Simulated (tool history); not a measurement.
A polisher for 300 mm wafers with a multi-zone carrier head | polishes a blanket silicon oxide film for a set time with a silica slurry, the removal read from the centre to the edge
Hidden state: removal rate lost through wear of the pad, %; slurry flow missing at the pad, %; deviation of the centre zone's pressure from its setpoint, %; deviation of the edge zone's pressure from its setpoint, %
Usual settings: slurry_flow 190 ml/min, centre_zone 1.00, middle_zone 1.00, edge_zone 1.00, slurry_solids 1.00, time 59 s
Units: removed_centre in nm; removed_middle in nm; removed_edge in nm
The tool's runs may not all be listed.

run     day  slurry_flow  centre_zone  middle_zone  edge_zone  slurry_solids  time  wafers since the last listed run  wafers polished on this pad  hours since the slurry nozzle was cleaned  hours since the centre zone pressure was calibrated  hours since the edge zone pressure was calibrated  hours since the carrier head's membrane was replaced  incoming thickness of the incoming film, nm  removed_centre  removed_middle  removed_edge
  1   0.000          190         1.00         1.00       1.00           1.00    59                                 0                          937                                      400.9                                                540.2                                              521.0                                                 488.2                                       1554.4           131.3           136.9         130.2
      1.075  -- worn pad replaced by a new one
  2   1.096          190         1.00         1.00       1.00           1.00    59                               230                            4                                      427.2                                                566.5                                              547.3                                                 514.5                                       1564.4           134.3           136.5         136.2
  3   1.629          190         1.00         1.00       1.00           1.00    59                               132                          136                                      440.0                                                579.3                                              560.1                                                 527.3                                       1562.6           135.7           139.1         135.4
  4   3.092          190         1.00         1.00       1.00           1.00    59                               362                          499                                      475.1                                                614.4                                              595.2                                                 562.4                                       1545.4           134.8           136.0         130.3
  5   4.338          190         1.00         1.00       1.00           1.00    59                               308                          808                                      505.0                                                644.3                                              625.1                                                 592.3                                       1571.4           132.4           133.9         131.6
  6   5.158          190         1.00         1.00       1.00           1.00    59                               203                         1011                                      524.7                                                664.0                                              644.8                                                 612.0                                       1551.9           130.7           131.8         131.5
  7   5.921          190         1.00         1.00       1.00           1.00    59                               189                         1200                                      543.0                                                682.3                                              663.1                                                 630.3                                       1554.5           129.1           132.6         129.1
      6.429  -- carrier head's membrane replaced by a new one
  8   6.517          190         1.00         1.00       1.00           0.80    52                                96                         1296                                      557.3                                                696.6                                              677.4                                                   2.1                                       1565.8            93.4            95.1          92.8
      6.821  -- worn pad replaced by a new one
  9   7.112          190         1.00         1.00       1.00           1.00    59                               106                           72                                      571.6                                                710.9                                              691.7                                                  16.4                                       1540.0           136.5           138.0         136.0
 10   7.888          190         1.00         1.00       1.00           1.00    59                               192                          264                                      590.2                                                729.5                                              710.3                                                  35.0                                       1560.9           134.7           137.3         132.3
      8.117  -- slurry nozzle cleaned
 11   8.412          190         1.00         1.00       1.00           1.00    44                               119                          384                                        7.1                                                742.1                                              722.9                                                  47.6                                       1547.6           101.4           102.1         100.6
      8.675  -- centre zone pressure recalibrated
 12  10.571          190         1.00         1.00       1.00           1.00    59                               514                          899                                       58.9                                                 45.5                                              774.7                                                  99.4                                       1549.1           131.6           137.8         131.6
     11.358  -- edge zone pressure recalibrated
 13  11.596          190         1.10         1.09       1.00           1.00    59                               233                         1132                                       83.5                                                 70.1                                                5.7                                                 124.0                                       1555.4           143.7           146.8         129.4
     12.458  -- worn pad replaced by a new one
 14  12.867          190         1.00         1.00       1.00           1.00    59                               273                          101                                      114.0                                                100.6                                               36.2                                                 154.5                                       1551.4           132.8           138.6         135.3
 15  13.529          190         1.00         0.92       1.00           0.85    59                               164                          265                                      129.9                                                116.5                                               52.1                                                 170.4                                       1560.8           118.8           113.7         118.2
 16  14.742          150         1.00         1.00       1.00           0.85    59                               300                          565                                      159.0                                                145.6                                               81.2                                                 199.5                                       1535.1           111.3           113.4         113.8
 17  15.279          190         1.06         1.00       1.00           1.00    59                               133                          699                                      171.9                                                158.5                                               94.1                                                 212.4                                       1550.2           141.8           133.9         132.3
 18  16.371          150         1.06         1.00       1.00           1.15    69                               270                          969                                      198.1                                                184.7                                              120.3                                                 238.6                                       1559.0           167.4           161.1         161.2
 19  17.204          150         1.00         1.00       1.00           1.00    59                               206                         1176                                      218.1                                                204.7                                              140.3                                                 258.6                                       1561.5           121.8           124.4         123.8
     18.496  -- worn pad replaced by a new one
 20  18.517          190         1.00         0.91       1.00           1.00    59                               284                            4                                      249.6                                                236.2                                              171.8                                                 290.1                                       1574.0           135.1           127.0         135.3
 21  19.083          135         1.06         1.03       1.00           1.00    59                               140                          145                                      263.2                                                249.8                                              185.4                                                 303.7                                       1571.1           133.4           132.4         128.7

Forecast each of these 4 alternatives for the next run:
  A  19.100          190         1.00         1.00       1.00           1.00    59                                 4                          149                                      263.6                                                250.2                                              185.8                                                 304.1                                       1545.9               ?               ?             ?
  B  19.100          190         1.00         1.00       1.10           1.00    59                                 4                          149                                      263.6                                                250.2                                              185.8                                                 304.1                                       1545.9               ?               ?             ?
  C  19.100          205         1.00         1.00       1.12           0.75    68                                 4                          149                                      263.6                                                250.2                                              185.8                                                 304.1                                       1545.9               ?               ?             ?
  D  19.100          190         1.09         1.04       0.89           0.75    59                                 4                          149                                      263.6                                                250.2                                              185.8                                                 304.1                                       1545.9               ?               ?             ?

run  removed_centre  removed_middle  removed_edge
  A           137.1           140.7         133.7
  B           137.1           140.7         140.2
  C           126.3           129.5         129.8
  D           118.0           114.7          99.8
Without the tool's hidden state the same runs would have given:
run  removed_centre  removed_middle  removed_edge
  A           137.5           141.2         134.2
  B           137.5           141.2         140.7
  C           126.8           129.9         130.3
  D           118.4           115.1         100.2
